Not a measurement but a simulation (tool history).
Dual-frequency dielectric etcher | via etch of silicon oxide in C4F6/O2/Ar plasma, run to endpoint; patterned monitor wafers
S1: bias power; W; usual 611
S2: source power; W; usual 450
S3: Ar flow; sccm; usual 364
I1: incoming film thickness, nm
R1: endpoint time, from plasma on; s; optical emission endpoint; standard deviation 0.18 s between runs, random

Run 1, hour 0.0: usual settings but S3 407 sccm; I1 139.0. Result: R1 27.9 s.
Run 2, hour 22.7: usual settings but S3 407 sccm; I1 137.9. Result: R1 27.7 s.
At hour 51.6: bias power generator calibrated.
Run 3, hour 55.6: usual settings but S3 407 sccm; I1 138.4. Result: R1 28.2 s.
Run 4, hour 84.9: usual settings; I1 139.4. Result: R1 27.9 s.
Run 5, hour 101.8: usual settings but S3 292 sccm; I1 138.5. Result: R1 26.6 s.
At hour 120.1: source power generator calibrated.
At hour 164.5: upper electrode replaced.
Run 6, hour 173.2: usual settings; I1 140.1. Result: R1 28.7 s.
Run 7, hour 197.2: usual settings but S1 700 W, S2 480 W; I1 138.8. Result: R1 26.0 s.
Run 8, hour 224.7: usual settings but S2 510 W; I1 138.4. Result: R1 27.2 s.
Run 9, hour 260.5: usual settings but S1 681 W; I1 138.6. Result: R1 27.0 s.
Run 10, hour 277.4: usual settings but S1 687 W, S2 530 W, S3 291 sccm; I1 139.6. Result: R1 24.7 s.
Run 11, hour 298.1: usual settings; I1 140.0. Result: R1 29.2 s.
Run 12, hour 316.3: usual settings but S2 370 W, S3 399 sccm; I1 139.9. Result: R1 31.2 s.
Run 13, hour 338.8: usual settings but S2 510 W, S3 391 sccm; I1 137.3. Result: R1 27.5 s.
Run 14, hour 352.2: usual settings; I1 138.8. Result: R1 28.7 s.
At hour 396.9: wet clean of the chamber.
Run 15, hour 397.4: usual settings but S2 410 W, S3 405 sccm; I1 140.8. Result: R1 28.6 s.
At hour 410.1: Ar flow controller replaced.
Run 16, hour 419.9: usual settings but S1 568 W, S3 408 sccm; I1 139.1. Result: R1 29.0 s.
Run 17, hour 445.2: usual settings but S2 350 W; I1 139.8. Result: R1 29.4 s.
Run 18, hour 463.4: usual settings but S2 550 W, S3 443 sccm; I1 138.6. Result: R1 26.3 s.
Run 19, hour 476.5: usual settings but S1 706 W, S2 490 W, S3 391 sccm; I1 137.6. Result: R1 24.9 s.
Run 20, hour 511.3: usual settings but S1 476 W, S2 530 W, S3 414 sccm; I1 138.8. Result: R1 30.9 s.
Run 21, hour 591.8: usual settings; I1 139.2. Result: R1 27.5 s.
Run 22, hour 605.6: usual settings; I1 137.5. Result: R1 27.3 s.
Run 23, hour 619.9: usual settings but S3 324 sccm; I1 138.8. Result: R1 27.1 s.
Run 24, hour 640.7: usual settings but S1 668 W, S2 360 W, S3 397 sccm; I1 139.6. Result: R1 28.5 s.
Run 25, hour 671.0: usual settings but S1 668 W, S2 360 W, S3 397 sccm; I1 137.4. Result: R1 28.2 s.
Run 26, hour 695.0: usual settings but S3 433 sccm; I1 139.2. Result: R1 28.9 s.
Run 27, hour 723.1: usual settings but S1 499 W, S2 540 W, S3 454 sccm; I1 140.3. Result: R1 31.3 s.

What will run 28 give?
Run 28, hour 741.9: usual settings but S1 473 W, S2 370 W, S3 415 sccm; I1 139.6. Result: R1 ?.

Run 28 came out at R1 35.7 s.
With no hidden state in the tool, this same run would have given R1 34.3 s.
